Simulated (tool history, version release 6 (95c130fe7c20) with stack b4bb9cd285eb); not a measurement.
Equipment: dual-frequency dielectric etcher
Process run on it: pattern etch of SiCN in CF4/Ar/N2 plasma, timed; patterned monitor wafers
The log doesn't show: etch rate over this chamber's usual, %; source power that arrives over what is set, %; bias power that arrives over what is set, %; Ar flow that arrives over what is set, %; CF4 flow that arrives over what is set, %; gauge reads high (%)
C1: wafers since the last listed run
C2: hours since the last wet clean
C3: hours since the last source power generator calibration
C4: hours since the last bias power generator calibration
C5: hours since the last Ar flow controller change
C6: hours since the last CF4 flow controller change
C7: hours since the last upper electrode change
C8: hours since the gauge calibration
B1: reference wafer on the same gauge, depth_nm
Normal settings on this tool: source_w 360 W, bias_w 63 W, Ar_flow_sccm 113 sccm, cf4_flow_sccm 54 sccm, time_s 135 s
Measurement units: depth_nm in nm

Run 1, hour 0: usual settings but time_s 112 s; C1 0; C2 230.8; C3 1085.6; C4 1464.2; C5 3426.7; C6 2582.9; C7 4137; C8 569.3; B1 96.9. Result: depth_nm 78.1 nm.
Run 2, hour 56.5: usual settings but time_s 112 s; C1 490; C2 287.3; C3 1142.1; C4 1520.7; C5 3483.2; C6 2639.4; C7 4193.5; C8 625.8; B1 97. Result: depth_nm 79.4 nm.
Run 3, hour 162.4: usual settings but time_s 112 s; C1 919; C2 393.2; C3 1248; C4 1626.6; C5 3589.1; C6 2745.3; C7 4299.4; C8 731.7; B1 96.8. Result: depth_nm 78.1 nm.
Run 4, hour 243.5: usual settings but bias_w 76 W; C1 703; C2 474.3; C3 1329.1; C4 1707.7; C5 3670.2; C6 2826.4; C7 4380.5; C8 812.8; B1 97.1. Result: depth_nm 102 nm.
Run 5, hour 308.6: usual settings but bias_w 76 W; C1 565; C2 539.4; C3 1394.2; C4 1772.8; C5 3735.3; C6 2891.5; C7 4445.6; C8 877.9; B1 96.9. Result: depth_nm 102.9 nm.
At hour 334.5: Ar flow controller replaced.
Run 6, hour 404.7: usual settings; C1 782; C2 635.5; C3 1490.3; C4 1868.9; C5 70.2; C6 2987.6; C7 4541.7; C8 974; B1 97. Result: depth_nm 95.2 nm.
At hour 453: wet clean of the chamber.
Run 7, hour 484.6: usual settings; C1 485; C2 31.6; C3 1570.2; C4 1948.8; C5 150.1; C6 3067.5; C7 4621.6; C8 1053.9; B1 96.7. Result: depth_nm 93.1 nm.
Run 8, hour 589.6: usual settings; C1 911; C2 136.6; C3 1675.2; C4 2053.8; C5 255.1; C6 3172.5; C7 4726.6; C8 1158.9; B1 96.9. Result: depth_nm 93.6 nm.
At hour 649.6: bias power generator calibrated.
At hour 664.2: upper electrode replaced.
Run 9, hour 664.7: usual settings but Ar_flow_sccm 101 sccm, time_s 101 s; C1 490; C2 211.7; C3 1750.3; C4 15.1; C5 330.2; C6 3247.6; C7 0.5; C8 1234; B1 96.9. Result: depth_nm 71.5 nm.
Run 10, hour 691.7: usual settings but bias_w 49 W; C1 234; C2 238.7; C3 1777.3; C4 42.1; C5 357.2; C6 3274.6; C7 27.5; C8 1261; B1 97. Result: depth_nm 86.2 nm.
At hour 709.3: gauge calibrated.
At hour 717.6: source power generator calibrated.
Run 11, hour 759.6: usual settings; C1 554; C2 306.6; C3 42; C4 110; C5 425.1; C6 3342.5; C7 95.4; C8 50.3; B1 97.1. Result: depth_nm 94.4 nm.
Run 12, hour 864.3: usual settings but source_w 330 W, Ar_flow_sccm 91 sccm; C1 908; C2 411.3; C3 146.7; C4 214.7; C5 529.8; C6 3447.2; C7 200.1; C8 155; B1 97. Result: depth_nm 88.8 nm.
Run 13, hour 939.7: usual settings but source_w 440 W, time_s 116 s; C1 654; C2 486.7; C3 222.1; C4 290.1; C5 605.2; C6 3522.6; C7 275.5; C8 230.4; B1 97. Result: depth_nm 101.3 nm.
Run 14, hour 986.9: usual settings but source_w 280 W, bias_w 58 W; C1 409; C2 533.9; C3 269.3; C4 337.3; C5 652.4; C6 3569.8; C7 322.7; C8 277.6; B1 96.9. Result: depth_nm 71.1 nm.
At hour 1010.9: CF4 flow controller replaced.
Run 15, hour 1027.6: usual settings but Ar_flow_sccm 91 sccm, cf4_flow_sccm 48 sccm; C1 301; C2 574.6; C3 310; C4 378; C5 693.1; C6 16.7; C7 363.4; C8 318.3; B1 96.8. Result: depth_nm 96.5 nm.
At hour 1065.9: wet clean of the chamber.
Run 16, hour 1071.5: usual settings but bias_w 75 W, Ar_flow_sccm 86 sccm; C1 172; C2 5.6; C3 353.9; C4 421.9; C5 737; C6 60.6; C7 407.3; C8 362.2; B1 96.8. Result: depth_nm 99.4 nm.
Run 17, hour 1167.5: usual settings; C1 833; C2 101.6; C3 449.9; C4 517.9; C5 833; C6 156.6; C7 503.3; C8 458.2; B1 97.1. Result: depth_nm 91.9 nm.
Run 18, hour 1277.2: usual settings; C1 952; C2 211.3; C3 559.6; C4 627.6; C5 942.7; C6 266.3; C7 613; C8 567.9; B1 97. Result: depth_nm 93.2 nm.
Run 19, hour 1336.1: usual settings but source_w 300 W; C1 511; C2 270.2; C3 618.5; C4 686.5; C5 1001.6; C6 325.2; C7 671.9; C8 626.8; B1 97. Result: depth_nm 77 nm.
Run 20, hour 1378.6: usual settings but source_w 290 W, bias_w 68 W; C1 368; C2 312.7; C3 661; C4 729; C5 1044.1; C6 367.7; C7 714.4; C8 669.3; B1 96.9. Result: depth_nm 77.2 nm.
Run 21, hour 1420.7: usual settings but source_w 430 W, cf4_flow_sccm 66 sccm; C1 365; C2 354.8; C3 703.1; C4 771.1; C5 1086.2; C6 409.8; C7 756.5; C8 711.4; B1 96.8. Result: depth_nm 115.6 nm.

Here are 4 independent what-if runs from the current tool condition. What would each one return?
Run A, hour 1421.2: usual settings; C1 4; C2 355.3; C3 703.6; C4 771.6; C5 1086.7; C6 410.3; C7 757; C8 711.9; B1 ?. Result: depth_nm ?.
Run B, hour 1421.2: usual settings but cf4_flow_sccm 58 sccm; C1 4; C2 355.3; C3 703.6; C4 771.6; C5 1086.7; C6 410.3; C7 757; C8 711.9; B1 ?. Result: depth_nm ?.
Run C, hour 1421.2: usual settings but bias_w 52 W, Ar_flow_sccm 130 sccm; C1 4; C2 355.3; C3 703.6; C4 771.6; C5 1086.7; C6 410.3; C7 757; C8 711.9; B1 ?. Result: depth_nm ?.
Run D, hour 1421.2: usual settings but bias_w 55 W, Ar_flow_sccm 95 sccm, cf4_flow_sccm 44 sccm; C1 4; C2 355.3; C3 703.6; C4 771.6; C5 1086.7; C6 410.3; C7 757; C8 711.9; B1 ?. Result: depth_nm ?.

run    B1  depth_nm
  A  96.9      93.3
  B  96.9      94.3
  C  96.9      85.6
  D  96.9      88.4
With no hidden state in the tool, these same runs would have given:
run  depth_nm
  A      91.8
  B      92.8
  C      84.2
  D        87
